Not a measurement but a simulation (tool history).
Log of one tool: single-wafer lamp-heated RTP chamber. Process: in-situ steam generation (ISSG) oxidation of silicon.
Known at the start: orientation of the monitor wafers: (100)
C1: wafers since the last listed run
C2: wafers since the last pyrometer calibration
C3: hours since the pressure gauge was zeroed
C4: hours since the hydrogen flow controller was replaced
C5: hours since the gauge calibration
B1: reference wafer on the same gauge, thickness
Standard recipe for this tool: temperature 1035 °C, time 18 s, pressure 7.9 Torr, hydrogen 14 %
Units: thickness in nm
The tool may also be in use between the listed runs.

{"run": 1, "hour": 0.0, "temperature": 1035, "time": 14, "pressure": 7.9, "hydrogen": 11, "C1": 0, "C2": 1539, "C3": 796.3, "C4": 4698, "C5": 368.2, "B1": 5.949, "thickness": 4.253}
{"run": 2, "hour": 44.1, "temperature": 1035, "time": 14, "pressure": 7.9, "hydrogen": 11, "C1": 718, "C2": 2257, "C3": 840.4, "C4": 4742.1, "C5": 412.3, "B1": 5.953, "thickness": 4.238}
{"run": 3, "hour": 100.2, "temperature": 1035, "time": 14, "pressure": 7.9, "hydrogen": 11, "C1": 913, "C2": 3170, "C3": 896.5, "C4": 4798.2, "C5": 468.4, "B1": 5.95, "thickness": 4.27}
{"run": 4, "hour": 141.5, "temperature": 1035, "time": 18, "pressure": 7.9, "hydrogen": 14, "C1": 672, "C2": 3843, "C3": 937.8, "C4": 4839.5, "C5": 509.7, "B1": 5.949, "thickness": 5.13}
{"run": 5, "hour": 234.7, "temperature": 1035, "time": 18, "pressure": 7.9, "hydrogen": 21, "C1": 1517, "C2": 5361, "C3": 1031, "C4": 4932.7, "C5": 602.9, "B1": 5.954, "thickness": 5.638}
{"run": 6, "hour": 317.2, "temperature": 1035, "time": 18, "pressure": 7.9, "hydrogen": 21, "C1": 1343, "C2": 6704, "C3": 1113.5, "C4": 5015.2, "C5": 685.4, "B1": 5.946, "thickness": 5.662}
{"hour": 385.6, "done": "pyrometer window cleaned and pyrometer calibrated"}
{"run": 7, "hour": 409.1, "temperature": 1031, "time": 18, "pressure": 6.9, "hydrogen": 14, "C1": 1366, "C2": 382, "C3": 1205.4, "C4": 5107.1, "C5": 777.3, "B1": 5.951, "thickness": 4.936}
{"run": 8, "hour": 449.7, "temperature": 1035, "time": 24, "pressure": 8.8, "hydrogen": 11, "C1": 661, "C2": 1044, "C3": 1246, "C4": 5147.7, "C5": 817.9, "B1": 5.949, "thickness": 5.621}
{"run": 9, "hour": 533.3, "temperature": 1035, "time": 18, "pressure": 7.2, "hydrogen": 14, "C1": 1361, "C2": 2405, "C3": 1329.6, "C4": 5231.3, "C5": 901.5, "B1": 5.951, "thickness": 5.084}
{"run": 10, "hour": 584.8, "temperature": 1035, "time": 18, "pressure": 7.9, "hydrogen": 14, "C1": 838, "C2": 3244, "C3": 1381.1, "C4": 5282.8, "C5": 953, "B1": 5.947, "thickness": 5.107}
{"run": 11, "hour": 677.8, "temperature": 1035, "time": 12, "pressure": 7.9, "hydrogen": 14, "C1": 1514, "C2": 4758, "C3": 1474.1, "C4": 5375.8, "C5": 1046, "B1": 5.954, "thickness": 4.185}
{"hour": 692.4, "done": "gauge calibrated"}
{"hour": 715.7, "done": "hydrogen flow controller replaced"}
{"run": 12, "hour": 716.1, "temperature": 1035, "time": 18, "pressure": 8.7, "hydrogen": 14, "C1": 493, "C2": 5251, "C3": 1512.4, "C4": 0.4, "C5": 23.7, "B1": 5.951, "thickness": 5.134}
{"hour": 745.6, "done": "pressure gauge zeroed"}
{"hour": 782.8, "done": "pyrometer window cleaned and pyrometer calibrated"}
{"run": 13, "hour": 822.8, "temperature": 1035, "time": 22, "pressure": 7.9, "hydrogen": 17, "C1": 1477, "C2": 650, "C3": 77.2, "C4": 107.1, "C5": 130.4, "B1": 5.949, "thickness": 5.88}
{"run": 14, "hour": 882.3, "temperature": 1035, "time": 18, "pressure": 7.9, "hydrogen": 14, "C1": 968, "C2": 1619, "C3": 136.7, "C4": 166.6, "C5": 189.9, "B1": 5.949, "thickness": 5.079}
{"run": 15, "hour": 987.9, "temperature": 1015, "time": 18, "pressure": 8.7, "hydrogen": 24, "C1": 1719, "C2": 3339, "C3": 242.3, "C4": 272.2, "C5": 295.5, "B1": 5.951, "thickness": 5.253}

Consider 3 possible next runs. They are alternatives, not a sequence: every one starts from the tool as it was left by run 15. What does each give?
{"run": "A", "hour": 988.3, "temperature": 1035, "time": 18, "pressure": 7.9, "hydrogen": 18, "C1": 6, "C2": 3345, "C3": 242.7, "C4": 272.6, "C5": 295.9, "B1": "?", "thickness": "?"}
{"run": "B", "hour": 988.3, "temperature": 1049, "time": 18, "pressure": 7.9, "hydrogen": 14, "C1": 6, "C2": 3345, "C3": 242.7, "C4": 272.6, "C5": 295.9, "B1": "?", "thickness": "?"}
{"run": "C", "hour": 988.3, "temperature": 1017, "time": 18, "pressure": 7.9, "hydrogen": 20, "C1": 6, "C2": 3345, "C3": 242.7, "C4": 272.6, "C5": 295.9, "B1": "?", "thickness": "?"}

run=A B1=5.951 thickness=5.408
run=B B1=5.951 thickness=5.49
run=C B1=5.951 thickness=5.093
With the hidden condition removed and each run's random variation left untouched, the same runs would have given:
run=A thickness=5.356
run=B thickness=5.434
run=C thickness=5.05
